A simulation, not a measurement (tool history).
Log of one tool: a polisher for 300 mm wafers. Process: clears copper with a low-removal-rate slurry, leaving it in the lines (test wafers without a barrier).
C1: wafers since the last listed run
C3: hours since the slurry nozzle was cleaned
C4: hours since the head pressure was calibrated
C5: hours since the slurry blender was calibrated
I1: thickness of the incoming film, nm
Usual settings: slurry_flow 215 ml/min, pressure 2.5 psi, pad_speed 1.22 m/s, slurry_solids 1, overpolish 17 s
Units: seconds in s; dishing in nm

{"run": 1, "hour": 0.0, "slurry_flow": 215, "pressure": 2.5, "pad_speed": 1.22, "slurry_solids": 1, "overpolish": 17, "C1": 0, "wafers polished on this pad": 3561, "C3": 143.5, "C4": 59.1, "C5": 214.3, "I1": 276.5, "seconds": 108.8, "dishing": 32.3}
{"run": 2, "hour": 38.2, "slurry_flow": 215, "pressure": 2.5, "pad_speed": 1.22, "slurry_solids": 1, "overpolish": 17, "C1": 502, "wafers polished on this pad": 4064, "C3": 181.7, "C4": 97.3, "C5": 252.5, "I1": 273.5, "seconds": 108.9, "dishing": 33.3}
{"hour": 109.1, "done": "worn pad replaced by a new one"}
{"hour": 132.0, "done": "slurry blender recalibrated"}
{"run": 3, "hour": 133.0, "slurry_flow": 215, "pressure": 2.5, "pad_speed": 1.22, "slurry_solids": 1, "overpolish": 17, "C1": 1169, "wafers polished on this pad": 288, "C3": 276.5, "C4": 192.1, "C5": 1, "I1": 276.9, "seconds": 104.9, "dishing": 33.6}
{"run": 4, "hour": 186.2, "slurry_flow": 215, "pressure": 2.5, "pad_speed": 1.22, "slurry_solids": 1, "overpolish": 17, "C1": 700, "wafers polished on this pad": 988, "C3": 329.7, "C4": 245.3, "C5": 54.2, "I1": 272.1, "seconds": 104.6, "dishing": 32.5}
{"run": 5, "hour": 276.0, "slurry_flow": 215, "pressure": 2.5, "pad_speed": 1.22, "slurry_solids": 1.15, "overpolish": 17, "C1": 1182, "wafers polished on this pad": 2170, "C3": 419.5, "C4": 335.1, "C5": 144, "I1": 276.5, "seconds": 104.7, "dishing": 33.8}
{"hour": 295.2, "done": "slurry nozzle cleaned"}
{"run": 6, "hour": 312.8, "slurry_flow": 215, "pressure": 1.8, "pad_speed": 1.22, "slurry_solids": 1, "overpolish": 17, "C1": 471, "wafers polished on this pad": 2642, "C3": 17.6, "C4": 371.9, "C5": 180.8, "I1": 274.7, "seconds": 142.3, "dishing": 24}
{"run": 7, "hour": 390.4, "slurry_flow": 215, "pressure": 2.5, "pad_speed": 1.22, "slurry_solids": 1, "overpolish": 17, "C1": 1021, "wafers polished on this pad": 3663, "C3": 95.2, "C4": 449.5, "C5": 258.4, "I1": 272.6, "seconds": 106.6, "dishing": 32.1}
{"run": 8, "hour": 438.2, "slurry_flow": 215, "pressure": 2.5, "pad_speed": 1.22, "slurry_solids": 1, "overpolish": 17, "C1": 629, "wafers polished on this pad": 4293, "C3": 143, "C4": 497.3, "C5": 306.2, "I1": 276.1, "seconds": 110.2, "dishing": 32.2}
{"run": 9, "hour": 505.6, "slurry_flow": 215, "pressure": 2.5, "pad_speed": 1.22, "slurry_solids": 1, "overpolish": 17, "C1": 887, "wafers polished on this pad": 5180, "C3": 210.4, "C4": 564.7, "C5": 373.6, "I1": 277.9, "seconds": 112.7, "dishing": 31.2}
{"hour": 531.7, "done": "slurry blender recalibrated"}
{"hour": 559.7, "done": "worn pad replaced by a new one"}
{"run": 10, "hour": 596.4, "slurry_flow": 215, "pressure": 2.2, "pad_speed": 1.22, "slurry_solids": 1, "overpolish": 21, "C1": 1116, "wafers polished on this pad": 483, "C3": 301.2, "C4": 655.5, "C5": 64.7, "I1": 274, "seconds": 118.6, "dishing": 35.9}
{"run": 11, "hour": 717.5, "slurry_flow": 215, "pressure": 2.2, "pad_speed": 1.22, "slurry_solids": 1, "overpolish": 21, "C1": 1594, "wafers polished on this pad": 2078, "C3": 422.3, "C4": 776.6, "C5": 185.8, "I1": 272.2, "seconds": 121, "dishing": 34.4}
{"hour": 729.7, "done": "slurry nozzle cleaned"}
{"run": 12, "hour": 763.1, "slurry_flow": 215, "pressure": 2.9, "pad_speed": 1.06, "slurry_solids": 1, "overpolish": 17, "C1": 587, "wafers polished on this pad": 2665, "C3": 33.4, "C4": 822.2, "C5": 231.4, "I1": 275.8, "seconds": 98.6, "dishing": 35.6}
{"run": 13, "hour": 868.1, "slurry_flow": 215, "pressure": 2.5, "pad_speed": 1.22, "slurry_solids": 1, "overpolish": 12, "C1": 1382, "wafers polished on this pad": 4047, "C3": 138.4, "C4": 927.2, "C5": 336.4, "I1": 277, "seconds": 109.6, "dishing": 23.1}
{"run": 14, "hour": 917.0, "slurry_flow": 215, "pressure": 2.5, "pad_speed": 1.22, "slurry_solids": 0.85, "overpolish": 17, "C1": 643, "wafers polished on this pad": 4691, "C3": 187.3, "C4": 976.1, "C5": 385.3, "I1": 274.1, "seconds": 114.4, "dishing": 31.3}
{"hour": 936.1, "done": "head pressure recalibrated"}
{"hour": 947.6, "done": "slurry blender recalibrated"}
{"run": 15, "hour": 984.7, "slurry_flow": 215, "pressure": 2.8, "pad_speed": 1.22, "slurry_solids": 1.1, "overpolish": 8, "C1": 838, "wafers polished on this pad": 5530, "C3": 255, "C4": 48.6, "C5": 37.1, "I1": 279.4, "seconds": 102.7, "dishing": 18.4}
{"hour": 994.6, "done": "worn pad replaced by a new one"}
{"run": 16, "hour": 1046.4, "slurry_flow": 215, "pressure": 3, "pad_speed": 1.22, "slurry_solids": 1, "overpolish": 17, "C1": 759, "wafers polished on this pad": 681, "C3": 316.7, "C4": 110.3, "C5": 98.8, "I1": 275.9, "seconds": 88.5, "dishing": 39.1}
{"run": 17, "hour": 1121.6, "slurry_flow": 155, "pressure": 1.8, "pad_speed": 1.22, "slurry_solids": 0.85, "overpolish": 11, "C1": 990, "wafers polished on this pad": 1671, "C3": 391.9, "C4": 185.5, "C5": 174, "I1": 275.4, "seconds": 158.6, "dishing": 14.9}
{"hour": 1169.5, "done": "slurry nozzle cleaned"}
{"run": 18, "hour": 1223.4, "slurry_flow": 215, "pressure": 2.5, "pad_speed": 1.22, "slurry_solids": 1, "overpolish": 17, "C1": 1327, "wafers polished on this pad": 2999, "C3": 53.9, "C4": 287.3, "C5": 275.8, "I1": 275, "seconds": 104.8, "dishing": 32.4}
{"run": 19, "hour": 1266.7, "slurry_flow": 260, "pressure": 2.5, "pad_speed": 1.22, "slurry_solids": 1.25, "overpolish": 26, "C1": 570, "wafers polished on this pad": 3569, "C3": 97.2, "C4": 330.6, "C5": 319.1, "I1": 273.9, "seconds": 98.5, "dishing": 47.7}
{"hour": 1343.8, "done": "slurry blender recalibrated"}
{"run": 20, "hour": 1364.2, "slurry_flow": 215, "pressure": 2.5, "pad_speed": 1.22, "slurry_solids": 1, "overpolish": 26, "C1": 1257, "wafers polished on this pad": 4826, "C3": 194.7, "C4": 428.1, "C5": 20.4, "I1": 279.6, "seconds": 112.5, "dishing": 45.4}
{"hour": 1408.5, "done": "worn pad replaced by a new one"}
{"run": 21, "hour": 1409.0, "slurry_flow": 215, "pressure": 2.5, "pad_speed": 1.22, "slurry_solids": 1.2, "overpolish": 20, "C1": 537, "wafers polished on this pad": 7, "C3": 239.5, "C4": 472.9, "C5": 65.2, "I1": 277.8, "seconds": 101.4, "dishing": 39.7}
{"run": 22, "hour": 1463.6, "slurry_flow": 215, "pressure": 2.5, "pad_speed": 1.1, "slurry_solids": 0.75, "overpolish": 17, "C1": 718, "wafers polished on this pad": 726, "C3": 294.1, "C4": 527.5, "C5": 119.8, "I1": 275.4, "seconds": 123.6, "dishing": 28.3}
{"run": 23, "hour": 1518.1, "slurry_flow": 215, "pressure": 2.5, "pad_speed": 1.22, "slurry_solids": 1, "overpolish": 17, "C1": 717, "wafers polished on this pad": 1443, "C3": 348.6, "C4": 582, "C5": 174.3, "I1": 278.1, "seconds": 107.2, "dishing": 33.6}
{"hour": 1556.9, "done": "slurry nozzle cleaned"}
{"run": 24, "hour": 1565.9, "slurry_flow": 215, "pressure": 2.5, "pad_speed": 0.94, "slurry_solids": 1, "overpolish": 17, "C1": 616, "wafers polished on this pad": 2059, "C3": 9, "C4": 629.8, "C5": 222.1, "I1": 273.3, "seconds": 122.7, "dishing": 29.7}
{"run": 25, "hour": 1653.7, "slurry_flow": 215, "pressure": 2.5, "pad_speed": 1.22, "slurry_solids": 1, "overpolish": 17, "C1": 1155, "wafers polished on this pad": 3215, "C3": 96.8, "C4": 717.6, "C5": 309.9, "I1": 273.8, "seconds": 105.1, "dishing": 33.5}
{"run": 26, "hour": 1713.9, "slurry_flow": 215, "pressure": 2.5, "pad_speed": 1.22, "slurry_solids": 1, "overpolish": 17, "C1": 792, "wafers polished on this pad": 4008, "C3": 157, "C4": 777.8, "C5": 370.1, "I1": 272.5, "seconds": 107.2, "dishing": 31.9}
{"hour": 1737.7, "done": "slurry blender recalibrated"}
{"run": 27, "hour": 1757.6, "slurry_flow": 215, "pressure": 1.8, "pad_speed": 0.82, "slurry_solids": 1, "overpolish": 17, "C1": 549, "wafers polished on this pad": 4557, "C3": 200.7, "C4": 821.5, "C5": 19.9, "I1": 276.5, "seconds": 202.3, "dishing": 18.5}
{"hour": 1802.4, "done": "worn pad replaced by a new one"}
{"run": 28, "hour": 1852.4, "slurry_flow": 215, "pressure": 2.5, "pad_speed": 1.22, "slurry_solids": 1, "overpolish": 17, "C1": 1195, "wafers polished on this pad": 658, "C3": 295.5, "C4": 916.3, "C5": 114.7, "I1": 273.5, "seconds": 103.9, "dishing": 31.8}

The same runs without the tool's hidden state, with the same run-to-run variation:
The hidden state here: removal rate lost through wear of the pad, %; slurry flow missing at the pad, %; deviation of the head's pressure from its setpoint, %; abrasive missing from the slurry, %.
run=1 seconds=100.9 dishing=34.5
run=2 seconds=99.6 dishing=35.9
run=3 seconds=99.5 dishing=35.1
run=4 seconds=98.7 dishing=34.2
run=5 seconds=97.7 dishing=35.8
run=6 seconds=138.4 dishing=24.6
run=7 seconds=100.5 dishing=33.8
run=8 seconds=101.9 dishing=34.4
run=9 seconds=101.4 dishing=34.2
run=10 seconds=112.5 dishing=37.5
run=11 seconds=113.4 dishing=36.3
run=12 seconds=95 dishing=36.8
run=13 seconds=101.2 dishing=24.8
run=14 seconds=103.6 dishing=34
run=15 seconds=90.5 dishing=20.7
run=16 seconds=83 dishing=41.2
run=17 seconds=145.8 dishing=16.1
run=18 seconds=100.7 dishing=33.6
run=19 seconds=93.3 dishing=49.8
run=20 seconds=102.3 dishing=48.9
run=21 seconds=97.1 dishing=41.1
run=22 seconds=117.8 dishing=29.5
run=23 seconds=101.7 dishing=35.1
run=24 seconds=120.8 dishing=30.1
run=25 seconds=100.2 dishing=34.8
run=26 seconds=100 dishing=33.8
run=27 seconds=185.8 dishing=20
run=28 seconds=99.2 dishing=33
